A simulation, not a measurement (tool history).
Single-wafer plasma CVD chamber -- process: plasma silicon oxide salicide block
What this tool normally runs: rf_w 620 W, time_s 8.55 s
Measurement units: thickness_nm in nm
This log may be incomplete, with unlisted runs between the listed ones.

| run | hour | rf_w | time_s | read-back reference wafer on the same gauge, thickness_nm | thickness_nm |
|---|---|---|---|---|---|
| 1 | 0 | 620 | 8.55 | 62.991 | 76.153 |
| 2 | 51.7 | 695 | 8.55 | 63.02 | 78.578 |
|  | 109.6 | RF generator calibrated |
| 3 | 118.4 | 620 | 8.55 | 62.957 | 77.531 |
| 4 | 186.5 | 620 | 8.55 | 63.049 | 77.61 |
| 5 | 232.8 | 620 | 8.55 | 62.995 | 77.101 |
| 6 | 275.5 | 525 | 9.32 | 63.031 | 80.22 |
| 7 | 313.7 | 525 | 9.32 | 63.044 | 79.889 |
| 8 | 357.8 | 525 | 9.32 | 62.945 | 80.239 |
| 9 | 392.4 | 620 | 8.55 | 62.962 | 76.697 |
| 10 | 449.2 | 550 | 7.82 | 62.909 | 68.217 |
| 11 | 502.2 | 620 | 9.41 | 63.023 | 84.536 |
| 12 | 544.6 | 620 | 9.17 | 63.044 | 82.278 |
| 13 | 575 | 620 | 9.17 | 63.037 | 82.623 |
| 14 | 616.9 | 620 | 9.17 | 63.096 | 82.094 |
| 15 | 649.8 | 620 | 8.55 | 63.04 | 76.564 |
| 16 | 693.6 | 620 | 8.55 | 62.955 | 76.747 |
| 17 | 733.1 | 620 | 8.55 | 62.973 | 76.465 |
| 18 | 785.2 | 620 | 8.55 | 62.959 | 76.278 |
| 19 | 853.5 | 660 | 7.47 | 62.911 | 67.586 |
| 20 | 887.8 | 660 | 7.47 | 63.006 | 67.727 |
|  | 943.1 | RF generator calibrated |
| 21 | 943.6 | 660 | 7.47 | 63.056 | 69.778 |
| 22 | 976.1 | 660 | 7.47 | 62.998 | 69.343 |
| 23 | 1029.5 | 590 | 9.49 | 62.952 | 85.422 |
| 24 | 1070.4 | 695 | 10.09 | 62.993 | 94.648 |
|  | 1117.1 | gauge calibrated |
| 25 | 1140 | 620 | 8.55 | 62.958 | 77.64 |
| 26 | 1185.6 | 525 | 10.14 | 62.999 | 88.083 |
| 27 | 1246.5 | 745 | 7.42 | 62.969 | 70.913 |
| 28 | 1285.2 | 620 | 8.55 | 63.016 | 77.293 |

What will run 29 give?
| 29 | 1326.1 | 740 | 9.65 | ? | ? |

Run 29 measured read-back reference wafer on the same gauge, thickness_nm 62.959, thickness_nm 91.308 nm.
Were there no unlogged condition in the tool, this run, its random variation unchanged, would have produced thickness_nm 92.182 nm.

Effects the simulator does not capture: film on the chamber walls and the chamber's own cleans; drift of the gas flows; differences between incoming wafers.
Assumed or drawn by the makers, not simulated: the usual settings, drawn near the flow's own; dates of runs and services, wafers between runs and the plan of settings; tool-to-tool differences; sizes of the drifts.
